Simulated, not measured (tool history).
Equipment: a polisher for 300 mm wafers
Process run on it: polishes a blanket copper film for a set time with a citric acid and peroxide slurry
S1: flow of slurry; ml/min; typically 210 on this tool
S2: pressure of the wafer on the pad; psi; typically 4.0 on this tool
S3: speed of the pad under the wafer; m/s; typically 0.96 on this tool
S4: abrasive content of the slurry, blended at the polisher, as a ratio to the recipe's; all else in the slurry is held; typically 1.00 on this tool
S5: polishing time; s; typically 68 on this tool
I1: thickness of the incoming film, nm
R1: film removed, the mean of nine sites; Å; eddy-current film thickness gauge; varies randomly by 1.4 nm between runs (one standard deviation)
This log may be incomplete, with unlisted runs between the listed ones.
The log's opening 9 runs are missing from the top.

run 10 hour=149.7 | S1=210 S2=4.0 S3=0.96 S4=1.00 S5=68 | I1=547.8 | R1=2126
-- hour=163.7 slurry blender recalibrated
run 11 hour=165.0 | S1=210 S2=4.0 S3=0.96 S4=1.00 S5=68 | I1=555.2 | R1=2108
run 12 hour=173.0 | S1=210 S2=4.0 S3=0.96 S4=1.00 S5=68 | I1=548.9 | R1=2097
run 13 hour=187.1 | S1=210 S2=4.0 S3=0.96 S4=1.00 S5=68 | I1=542.4 | R1=2096
run 14 hour=195.3 | S1=210 S2=4.0 S3=0.96 S4=1.00 S5=68 | I1=551.5 | R1=2108
run 15 hour=211.2 | S1=210 S2=4.0 S3=0.96 S4=1.30 S5=68 | I1=546.7 | R1=2214
-- hour=217.2 head pressure recalibrated
-- hour=217.4 worn pad replaced by a new one
run 16 hour=228.7 | S1=210 S2=4.0 S3=0.96 S4=1.00 S5=68 | I1=549.1 | R1=1916
run 17 hour=235.2 | S1=210 S2=4.4 S3=0.96 S4=1.00 S5=78 | I1=553.0 | R1=2377
run 18 hour=246.3 | S1=210 S2=4.0 S3=0.96 S4=1.00 S5=68 | I1=552.2 | R1=1921
run 19 hour=258.5 | S1=210 S2=3.1 S3=0.76 S4=0.80 S5=90 | I1=548.2 | R1=1500
-- hour=273.2 slurry blender recalibrated
run 20 hour=274.0 | S1=210 S2=4.5 S3=0.96 S4=1.00 S5=68 | I1=554.9 | R1=2117
run 21 hour=285.0 | S1=170 S2=4.5 S3=0.74 S4=1.00 S5=68 | I1=549.4 | R1=1612
run 22 hour=297.0 | S1=210 S2=4.0 S3=0.82 S4=1.00 S5=68 | I1=560.8 | R1=1633
-- hour=303.6 slurry nozzle cleaned
run 23 hour=305.4 | S1=210 S2=4.0 S3=1.16 S4=0.90 S5=68 | I1=544.7 | R1=2342
-- hour=320.7 worn pad replaced by a new one
run 24 hour=321.2 | S1=255 S2=2.7 S3=0.96 S4=0.80 S5=58 | I1=552.3 | R1=1126
run 25 hour=333.2 | S1=210 S2=4.0 S3=0.96 S4=1.00 S5=68 | I1=548.3 | R1=1995
run 26 hour=339.7 | S1=210 S2=4.0 S3=0.96 S4=0.70 S5=84 | I1=554.8 | R1=2299
run 27 hour=355.6 | S1=210 S2=4.0 S3=0.78 S4=1.00 S5=68 | I1=550.2 | R1=1633
-- hour=368.3 slurry blender recalibrated
run 28 hour=368.8 | S1=210 S2=4.0 S3=0.96 S4=1.00 S5=68 | I1=551.7 | R1=1992
run 29 hour=383.7 | S1=210 S2=2.6 S3=0.96 S4=1.00 S5=68 | I1=540.2 | R1=1303
run 30 hour=396.4 | S1=170 S2=2.9 S3=0.96 S4=0.80 S5=68 | I1=557.7 | R1=1330

Here are 4 independent what-if runs from the current tool condition. What would each one return?
run A hour=396.8 | S1=210 S2=4.0 S3=0.96 S4=1.00 S5=68 | I1=545.8 | R1=?
run B hour=396.8 | S1=265 S2=4.0 S3=0.96 S4=1.00 S5=68 | I1=545.8 | R1=?
run C hour=396.8 | S1=210 S2=4.0 S3=1.18 S4=1.00 S5=68 | I1=545.8 | R1=?
run D hour=396.8 | S1=210 S2=4.0 S3=1.10 S4=1.25 S5=57 | I1=545.8 | R1=?

run=A R1=1997
run=B R1=2062
run=C R1=2446
run=D R1=2004
With the hidden condition removed and each run's random variation left untouched, the same runs would have given:
run=A R1=1937
run=B R1=1992
run=C R1=2372
run=D R1=1943
